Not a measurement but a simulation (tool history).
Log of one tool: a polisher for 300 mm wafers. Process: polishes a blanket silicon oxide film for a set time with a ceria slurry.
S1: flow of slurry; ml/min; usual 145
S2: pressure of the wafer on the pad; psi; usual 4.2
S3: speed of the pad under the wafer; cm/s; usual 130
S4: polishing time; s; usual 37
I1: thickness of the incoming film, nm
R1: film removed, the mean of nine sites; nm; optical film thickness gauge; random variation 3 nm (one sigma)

Run 1, hour 0.0: usual settings but S3 156 cm/s; I1 1081.6. Result: R1 258.7 nm.
Run 2, hour 30.9: usual settings but S3 156 cm/s; I1 1057.7. Result: R1 254.1 nm.
Run 3, hour 62.2: usual settings but S3 156 cm/s; I1 1058.1. Result: R1 247.0 nm.
Run 4, hour 76.8: usual settings; I1 1059.0. Result: R1 211.8 nm.
Run 5, hour 91.1: usual settings; I1 1071.3. Result: R1 211.4 nm.
At hour 116.3: worn pad replaced by a new one.
Run 6, hour 122.4: usual settings; I1 1075.8. Result: R1 229.2 nm.
Run 7, hour 139.2: usual settings but S2 3.6 psi, S4 31 s; I1 1064.4. Result: R1 160.8 nm.
Run 8, hour 228.5: usual settings but S2 3.6 psi, S4 31 s; I1 1066.8. Result: R1 152.5 nm.
Run 9, hour 248.8: usual settings but S2 3.6 psi, S4 31 s; I1 1087.9. Result: R1 149.4 nm.
Run 10, hour 281.5: usual settings; I1 1090.6. Result: R1 203.4 nm.
At hour 309.0: worn pad replaced by a new one.
Run 11, hour 313.8: usual settings; I1 1070.3. Result: R1 230.3 nm.
Run 12, hour 334.6: usual settings; I1 1061.5. Result: R1 229.2 nm.
Run 13, hour 349.8: usual settings; I1 1053.8. Result: R1 221.5 nm.
Run 14, hour 383.3: usual settings; I1 1053.7. Result: R1 216.5 nm.
At hour 395.3: slurry nozzle cleaned.
At hour 400.0: head pressure recalibrated.
Run 15, hour 404.5: usual settings but S3 106 cm/s; I1 1077.9. Result: R1 182.1 nm.
Run 16, hour 428.7: usual settings but S1 130 ml/min, S2 4.9 psi; I1 1087.3. Result: R1 240.3 nm.
Run 17, hour 456.0: usual settings but S1 180 ml/min, S2 5.0 psi, S3 108 cm/s, S4 28 s; I1 1054.1. Result: R1 172.8 nm.
At hour 467.6: worn pad replaced by a new one.
Run 18, hour 497.4: usual settings but S4 48 s; I1 1075.2. Result: R1 291.4 nm.
Run 19, hour 528.5: usual settings but S1 160 ml/min, S2 2.8 psi, S3 102 cm/s, S4 30 s; I1 1088.2. Result: R1 99.5 nm.
Run 20, hour 559.8: usual settings but S2 3.8 psi; I1 1055.0. Result: R1 189.8 nm.
Run 21, hour 585.9: usual settings but S3 156 cm/s; I1 1077.4. Result: R1 237.9 nm.
At hour 638.5: worn pad replaced by a new one.
Run 22, hour 689.1: usual settings but S3 156 cm/s; I1 1074.0. Result: R1 253.7 nm.
Run 23, hour 723.5: usual settings but S2 4.9 psi, S3 112 cm/s, S4 30 s; I1 1070.7. Result: R1 183.8 nm.
Run 24, hour 745.2: usual settings but S3 162 cm/s; I1 1077.3. Result: R1 255.2 nm.
Run 25, hour 772.5: usual settings but S1 160 ml/min, S2 4.8 psi, S3 168 cm/s, S4 41 s; I1 1086.3. Result: R1 332.3 nm.
Run 26, hour 805.7: usual settings but S2 5.1 psi, S4 47 s; I1 1057.0. Result: R1 324.5 nm.
At hour 814.2: worn pad replaced by a new one.
Run 27, hour 823.1: usual settings but S1 175 ml/min, S2 4.7 psi, S4 29 s; I1 1072.2. Result: R1 211.1 nm.
Run 28, hour 843.8: usual settings; I1 1072.9. Result: R1 226.7 nm.
Run 29, hour 873.0: usual settings but S2 4.7 psi; I1 1085.5. Result: R1 245.0 nm.

Forecast each of these 4 alternatives for the next run:
Run A, hour 873.4: usual settings but S2 2.9 psi; I1 1081.6. Result: R1 ?.
Run B, hour 873.4: usual settings but S3 90 cm/s; I1 1081.6. Result: R1 ?.
Run C, hour 873.4: usual settings but S2 5.1 psi, S3 88 cm/s, S4 34 s; I1 1081.6. Result: R1 ?.
Run D, hour 873.4: usual settings but S1 195 ml/min; I1 1081.6. Result: R1 ?.

run     R1
  A  148.9
  B  163.3
  C  179.3
  D  226.5
Without the tool's hidden state the same runs would have given:
run     R1
  A  162.7
  B  178.5
  C  196.0
  D  247.6
